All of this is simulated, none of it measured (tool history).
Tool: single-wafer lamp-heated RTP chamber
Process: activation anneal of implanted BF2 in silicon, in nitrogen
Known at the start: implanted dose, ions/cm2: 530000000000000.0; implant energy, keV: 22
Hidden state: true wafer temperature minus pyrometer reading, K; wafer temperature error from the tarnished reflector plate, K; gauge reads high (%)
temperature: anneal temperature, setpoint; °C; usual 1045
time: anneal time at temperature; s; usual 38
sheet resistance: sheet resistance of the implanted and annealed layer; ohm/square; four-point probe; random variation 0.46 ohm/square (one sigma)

| run | hour | temperature | time | wafers since the last listed run | wafers since the last pyrometer calibration | wafers since the reflector plate was cleaned | hours since the gauge calibration | read-back reference wafer on the same gauge, sheet resistance | sheet resistance |
|---|---|---|---|---|---|---|---|---|---|
| 1 | 0.0 | 1045 | 38 | 0 | 3382 | 2021 | 632.4 | 266.16 | 228.99 |
| 2 | 19.7 | 1045 | 38 | 355 | 3738 | 2377 | 652.1 | 265.99 | 228.86 |
|  | 65.7 | pyrometer window cleaned and pyrometer calibrated |
| 3 | 116.2 | 1045 | 38 | 1598 | 912 | 3975 | 748.6 | 266.05 | 228.37 |
|  | 128.1 | reflector plate cleaned |
| 4 | 128.6 | 1028 | 56 | 79 | 992 | 9 | 761.0 | 266.13 | 230.78 |
| 5 | 152.1 | 1045 | 51 | 424 | 1416 | 434 | 784.5 | 266.09 | 227.23 |
| 6 | 185.4 | 1045 | 38 | 601 | 2017 | 1035 | 817.8 | 266.09 | 229.26 |
|  | 185.8 | gauge calibrated |
| 7 | 218.7 | 1045 | 38 | 601 | 2618 | 1636 | 32.9 | 265.78 | 228.99 |
| 8 | 238.4 | 1045 | 38 | 355 | 2974 | 1992 | 52.6 | 265.98 | 229.02 |
| 9 | 262.8 | 1056 | 38 | 440 | 3415 | 2433 | 77.0 | 265.84 | 226.49 |
|  | 286.1 | pyrometer window cleaned and pyrometer calibrated |
| 10 | 325.2 | 1030 | 54 | 982 | 705 | 3415 | 139.4 | 266.01 | 228.66 |
|  | 343.4 | reflector plate cleaned |
| 11 | 349.3 | 1064 | 38 | 290 | 995 | 107 | 163.5 | 266.01 | 226.15 |
| 12 | 377.3 | 1068 | 38 | 505 | 1501 | 612 | 191.5 | 265.99 | 225.26 |
| 13 | 407.5 | 1068 | 38 | 545 | 2046 | 1158 | 221.7 | 265.72 | 224.91 |
| 14 | 438.2 | 1025 | 50 | 554 | 2601 | 1712 | 252.4 | 265.79 | 230.85 |
| 15 | 463.2 | 1017 | 58 | 451 | 3052 | 2164 | 277.4 | 266.14 | 230.83 |
| 16 | 476.2 | 1016 | 31 | 234 | 3287 | 2398 | 290.4 | 266.04 | 238.02 |
| 17 | 551.8 | 1034 | 31 | 1365 | 4652 | 3764 | 366.0 | 266.08 | 232.60 |
|  | 565.2 | reflector plate cleaned |
|  | 569.8 | pyrometer window cleaned and pyrometer calibrated |
| 18 | 570.3 | 1033 | 25 | 105 | 8 | 8 | 384.5 | 266.07 | 236.39 |
| 19 | 582.9 | 1061 | 60 | 227 | 236 | 236 | 397.1 | 265.88 | 222.52 |
| 20 | 610.1 | 1045 | 52 | 491 | 727 | 727 | 424.3 | 265.96 | 227.10 |
| 21 | 645.2 | 1045 | 38 | 633 | 1361 | 1361 | 459.4 | 265.98 | 228.80 |
| 22 | 665.6 | 1056 | 32 | 368 | 1729 | 1729 | 479.8 | 265.83 | 228.12 |
| 23 | 695.9 | 1025 | 50 | 547 | 2276 | 2276 | 510.1 | 265.88 | 231.04 |
| 24 | 717.1 | 1036 | 19 | 382 | 2659 | 2659 | 531.3 | 265.81 | 236.61 |
| 25 | 749.1 | 1054 | 52 | 577 | 3237 | 3237 | 563.3 | 265.98 | 224.38 |
| 26 | 776.1 | 1045 | 38 | 487 | 3724 | 3724 | 590.3 | 265.98 | 227.69 |
|  | 789.8 | pyrometer window cleaned and pyrometer calibrated |
|  | 801.8 | reflector plate cleaned |
| 27 | 802.3 | 1056 | 38 | 184 | 82 | 9 | 616.5 | 266.13 | 227.84 |
| 28 | 816.8 | 1022 | 20 | 261 | 343 | 271 | 631.0 | 266.09 | 242.35 |
| 29 | 845.5 | 1021 | 26 | 518 | 862 | 790 | 659.7 | 266.22 | 240.39 |
| 30 | 878.0 | 1045 | 38 | 586 | 1449 | 1376 | 692.2 | 265.75 | 228.86 |
| 31 | 909.2 | 1061 | 46 | 563 | 2012 | 1940 | 723.4 | 266.03 | 224.12 |
|  | 917.1 | gauge calibrated |
| 32 | 930.9 | 1020 | 53 | 391 | 2404 | 2332 | 13.8 | 266.10 | 231.68 |
| 33 | 965.4 | 1023 | 60 | 622 | 3027 | 2955 | 48.3 | 266.05 | 229.10 |
| 34 | 995.3 | 1031 | 24 | 539 | 3567 | 3495 | 78.2 | 266.30 | 235.41 |
|  | 1009.5 | pyrometer window cleaned and pyrometer calibrated |
| 35 | 1010.4 | 1016 | 21 | 128 | 16 | 3623 | 93.3 | 265.94 | 242.33 |

Hidden state or all else? Some run-to-run changes of sheet resistance, split into what the settings, what came in and random variation would give without the hidden state, and what is left for the hidden state (with any gauge scatter that isn't in both results):
Run 3 -> 4: temperature 1045 -> 1028, time 38 -> 56, reflector plate cleaned. sheet resistance +2.41 ohm/square: hidden state +1.44, all else +0.97.
Run 10 -> 11: temperature 1030 -> 1064, time 54 -> 38, reflector plate cleaned. sheet resistance -2.51 ohm/square: hidden state +1.37, all else -3.88.
Run 17 -> 18: temperature 1034 -> 1033, time 31 -> 25, reflector plate cleaned, pyrometer window cleaned and pyrometer calibrated. sheet resistance +3.79 ohm/square: hidden state +2.02, all else +1.77.
Run 18 -> 19: temperature 1033 -> 1061, time 25 -> 60. sheet resistance -13.87 ohm/square: hidden state -0.07, all else -13.80.
Run 24 -> 25: temperature 1036 -> 1054, time 19 -> 52. sheet resistance -12.23 ohm/square: hidden state +0.33, all else -12.56.
Run 27 -> 28: temperature 1056 -> 1022, time 38 -> 20. sheet resistance +14.51 ohm/square: hidden state -0.26, all else +14.77.
